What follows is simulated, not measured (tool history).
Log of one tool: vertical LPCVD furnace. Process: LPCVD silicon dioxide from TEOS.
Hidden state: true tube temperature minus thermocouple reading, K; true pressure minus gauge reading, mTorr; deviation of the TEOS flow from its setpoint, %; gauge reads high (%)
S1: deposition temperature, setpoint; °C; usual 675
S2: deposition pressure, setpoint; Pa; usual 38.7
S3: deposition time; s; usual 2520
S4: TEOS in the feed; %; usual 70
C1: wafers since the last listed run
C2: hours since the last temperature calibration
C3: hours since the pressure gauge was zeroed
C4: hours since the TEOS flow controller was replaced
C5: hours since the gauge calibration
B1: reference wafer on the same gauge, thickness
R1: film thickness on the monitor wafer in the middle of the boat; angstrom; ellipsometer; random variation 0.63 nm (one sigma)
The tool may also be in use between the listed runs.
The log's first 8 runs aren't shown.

run 9 hour=126.3 | S1=675 S2=42.7 S3=2520 S4=70 | C1=110 C2=2150.3 C3=3519.7 C4=4188.1 C5=501.4 | B1=169.68 | R1=1974.9
run 10 hour=140.4 | S1=675 S2=42.7 S3=2520 S4=70 | C1=161 C2=2164.4 C3=3533.8 C4=4202.2 C5=515.5 | B1=170.04 | R1=1977.8
run 11 hour=159.9 | S1=675 S2=38.7 S3=1800 S4=70 | C1=223 C2=2183.9 C3=3553.3 C4=4221.7 C5=535.0 | B1=170.00 | R1=1332.4
-- hour=191.6 pressure gauge zeroed
run 12 hour=192.1 | S1=675 S2=38.7 S3=1800 S4=70 | C1=93 C2=2216.1 C3=0.5 C4=4253.9 C5=567.2 | B1=169.79 | R1=1342.2
run 13 hour=197.1 | S1=675 S2=38.7 S3=1800 S4=70 | C1=57 C2=2221.1 C3=5.5 C4=4258.9 C5=572.2 | B1=169.89 | R1=1353.3
run 14 hour=203.4 | S1=675 S2=38.7 S3=2520 S4=70 | C1=72 C2=2227.4 C3=11.8 C4=4265.2 C5=578.5 | B1=170.13 | R1=1889.2
-- hour=213.5 gauge calibrated
run 15 hour=216.7 | S1=680 S2=46.7 S3=2100 S4=70 | C1=152 C2=2240.7 C3=25.1 C4=4278.5 C5=3.2 | B1=169.71 | R1=1946.2
-- hour=255.7 thermocouples replaced and temperature profile calibrated
run 16 hour=256.2 | S1=668 S2=36.0 S3=2520 S4=56 | C1=177 C2=0.5 C3=64.6 C4=4318.0 C5=42.7 | B1=170.36 | R1=1245.1
run 17 hour=261.2 | S1=670 S2=30.0 S3=2520 S4=70 | C1=57 C2=5.5 C3=69.6 C4=4323.0 C5=47.7 | B1=169.80 | R1=1337.7
run 18 hour=273.1 | S1=663 S2=30.7 S3=2880 S4=70 | C1=136 C2=17.4 C3=81.5 C4=4334.9 C5=59.6 | B1=170.07 | R1=1295.1
run 19 hour=288.2 | S1=675 S2=38.7 S3=2520 S4=59 | C1=172 C2=32.5 C3=96.6 C4=4350.0 C5=74.7 | B1=169.97 | R1=1579.9
run 20 hour=301.3 | S1=667 S2=38.7 S3=3420 S4=70 | C1=149 C2=45.6 C3=109.7 C4=4363.1 C5=87.8 | B1=169.90 | R1=1908.2
-- hour=329.5 TEOS flow controller replaced
run 21 hour=330.0 | S1=675 S2=46.0 S3=2520 S4=70 | C1=53 C2=74.3 C3=138.4 C4=0.5 C5=116.5 | B1=169.75 | R1=1895.1
run 22 hour=335.0 | S1=675 S2=35.3 S3=2520 S4=70 | C1=57 C2=79.3 C3=143.4 C4=5.5 C5=121.5 | B1=170.18 | R1=1647.3
run 23 hour=344.3 | S1=670 S2=30.0 S3=1680 S4=64 | C1=106 C2=88.6 C3=152.7 C4=14.8 C5=130.8 | B1=170.01 | R1=859.1
run 24 hour=363.8 | S1=665 S2=38.7 S3=1530 S4=70 | C1=223 C2=108.1 C3=172.2 C4=34.3 C5=150.3 | B1=169.83 | R1=821.3
run 25 hour=375.0 | S1=675 S2=38.7 S3=2520 S4=70 | C1=128 C2=119.3 C3=183.4 C4=45.5 C5=161.5 | B1=170.33 | R1=1737.3
run 26 hour=383.2 | S1=675 S2=30.0 S3=1620 S4=70 | C1=93 C2=127.5 C3=191.6 C4=53.7 C5=169.7 | B1=169.92 | R1=988.0
run 27 hour=402.4 | S1=675 S2=38.7 S3=2520 S4=70 | C1=219 C2=146.7 C3=210.8 C4=72.9 C5=188.9 | B1=169.97 | R1=1740.9
run 28 hour=413.3 | S1=675 S2=41.3 S3=2910 S4=70 | C1=124 C2=157.6 C3=221.7 C4=83.8 C5=199.8 | B1=170.05 | R1=2077.8
run 29 hour=420.5 | S1=686 S2=38.7 S3=3390 S4=70 | C1=82 C2=164.8 C3=228.9 C4=91.0 C5=207.0 | B1=169.86 | R1=3049.0
run 30 hour=468.1 | S1=675 S2=41.3 S3=3030 S4=62 | C1=544 C2=212.4 C3=276.5 C4=138.6 C5=254.6 | B1=170.15 | R1=2053.3

Forecast each of these 5 alternatives for the next run:
run A hour=473.2 | S1=675 S2=34.7 S3=2520 S4=70 | C1=58 C2=217.5 C3=281.6 C4=143.7 C5=259.7 | B1=? | R1=?
run B hour=473.2 | S1=675 S2=38.7 S3=3510 S4=70 | C1=58 C2=217.5 C3=281.6 C4=143.7 C5=259.7 | B1=? | R1=?
run C hour=473.2 | S1=686 S2=43.3 S3=2520 S4=70 | C1=58 C2=217.5 C3=281.6 C4=143.7 C5=259.7 | B1=? | R1=?
run D hour=473.2 | S1=666 S2=32.0 S3=2520 S4=70 | C1=58 C2=217.5 C3=281.6 C4=143.7 C5=259.7 | B1=? | R1=?
run E hour=473.2 | S1=675 S2=48.0 S3=2520 S4=77 | C1=58 C2=217.5 C3=281.6 C4=143.7 C5=259.7 | B1=? | R1=?

run=A B1=170.13 R1=1666.7
run=B B1=170.13 R1=2451.7
run=C B1=170.13 R1=2431.0
run=D B1=170.13 R1=1282.2
run=E B1=170.13 R1=2056.9
Without the tool's hidden state the same runs would have given:
run=A R1=1621.0
run=B R1=2384.5
run=C R1=2365.9
run=D R1=1246.4
run=E R1=2000.5
